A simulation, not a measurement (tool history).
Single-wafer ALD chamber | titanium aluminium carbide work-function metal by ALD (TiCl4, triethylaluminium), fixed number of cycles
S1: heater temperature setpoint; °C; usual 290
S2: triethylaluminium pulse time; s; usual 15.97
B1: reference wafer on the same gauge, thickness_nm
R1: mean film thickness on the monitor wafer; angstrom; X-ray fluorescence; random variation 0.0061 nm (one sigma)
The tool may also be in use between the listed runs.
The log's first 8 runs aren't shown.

{"run": 9, "day": 19.304, "S1": 290, "S2": 15.97, "B1": 1.753, "R1": 19.45}
{"day": 19.867, "done": "showerhead replaced"}
{"run": 10, "day": 23.642, "S1": 290, "S2": 15.97, "B1": 1.753, "R1": 19.59}
{"day": 25.75, "done": "triethylaluminium bottle replaced"}
{"run": 11, "day": 27.967, "S1": 276, "S2": 13.72, "B1": 1.749, "R1": 18.15}
{"run": 12, "day": 29.696, "S1": 290, "S2": 15.97, "B1": 1.749, "R1": 19.62}
{"run": 13, "day": 31.771, "S1": 297, "S2": 15.97, "B1": 1.749, "R1": 20.33}
{"run": 14, "day": 35.046, "S1": 302, "S2": 13.63, "B1": 1.751, "R1": 20.6}
{"run": 15, "day": 37.05, "S1": 296, "S2": 20.26, "B1": 1.75, "R1": 20.27}
{"run": 16, "day": 40.783, "S1": 301, "S2": 12.34, "B1": 1.751, "R1": 20.51}
{"run": 17, "day": 42.971, "S1": 298, "S2": 13.32, "B1": 1.749, "R1": 20.32}
{"run": 18, "day": 56.225, "S1": 290, "S2": 15.97, "B1": 1.751, "R1": 19.68}
{"run": 19, "day": 57.75, "S1": 290, "S2": 19.53, "B1": 1.748, "R1": 19.57}
{"run": 20, "day": 62.146, "S1": 290, "S2": 15.97, "B1": 1.749, "R1": 19.64}
{"run": 21, "day": 64.042, "S1": 276, "S2": 11.26, "B1": 1.749, "R1": 18.07}
{"day": 64.95, "done": "triethylaluminium bottle replaced"}
{"run": 22, "day": 67.862, "S1": 290, "S2": 15.97, "B1": 1.75, "R1": 19.67}
{"run": 23, "day": 71.075, "S1": 290, "S2": 15.97, "B1": 1.752, "R1": 19.55}
{"run": 24, "day": 72.725, "S1": 302, "S2": 13.63, "B1": 1.752, "R1": 20.66}
{"day": 75.767, "done": "thermocouple changed; heater temperature recalibrated"}
{"run": 25, "day": 75.888, "S1": 290, "S2": 15.97, "B1": 1.748, "R1": 19.71}
{"run": 26, "day": 78.562, "S1": 290, "S2": 15.97, "B1": 1.748, "R1": 19.53}
{"run": 27, "day": 80.283, "S1": 285, "S2": 11.65, "B1": 1.752, "R1": 18.85}
{"run": 28, "day": 82.929, "S1": 278, "S2": 21.23, "B1": 1.748, "R1": 18.44}
{"run": 29, "day": 85.5, "S1": 282, "S2": 20.97, "B1": 1.749, "R1": 18.84}
{"run": 30, "day": 87.571, "S1": 290, "S2": 10.19, "B1": 1.75, "R1": 19.32}
{"run": 31, "day": 91.271, "S1": 280, "S2": 12.02, "B1": 1.75, "R1": 18.45}
{"run": 32, "day": 94.638, "S1": 295, "S2": 12.42, "B1": 1.747, "R1": 19.92}
{"day": 94.779, "done": "gauge calibrated"}
{"run": 33, "day": 97.192, "S1": 290, "S2": 15.97, "B1": 1.752, "R1": 19.55}

4 ways to go on from here, each from the tool as it stands after run 33. What would each give?
{"run": "A", "day": 97.208, "S1": 290, "S2": 15.97, "B1": "?", "R1": "?"}
{"run": "B", "day": 97.208, "S1": 302, "S2": 13.43, "B1": "?", "R1": "?"}
{"run": "C", "day": 97.208, "S1": 303, "S2": 9.98, "B1": "?", "R1": "?"}
{"run": "D", "day": 97.208, "S1": 297, "S2": 13.71, "B1": "?", "R1": "?"}

run=A B1=1.748 R1=19.54
run=B B1=1.748 R1=20.66
run=C B1=1.748 R1=20.43
run=D B1=1.748 R1=20.17
Without the tool's hidden state the same runs would have given:
run=A R1=19.54
run=B R1=20.66
run=C R1=20.43
run=D R1=20.17
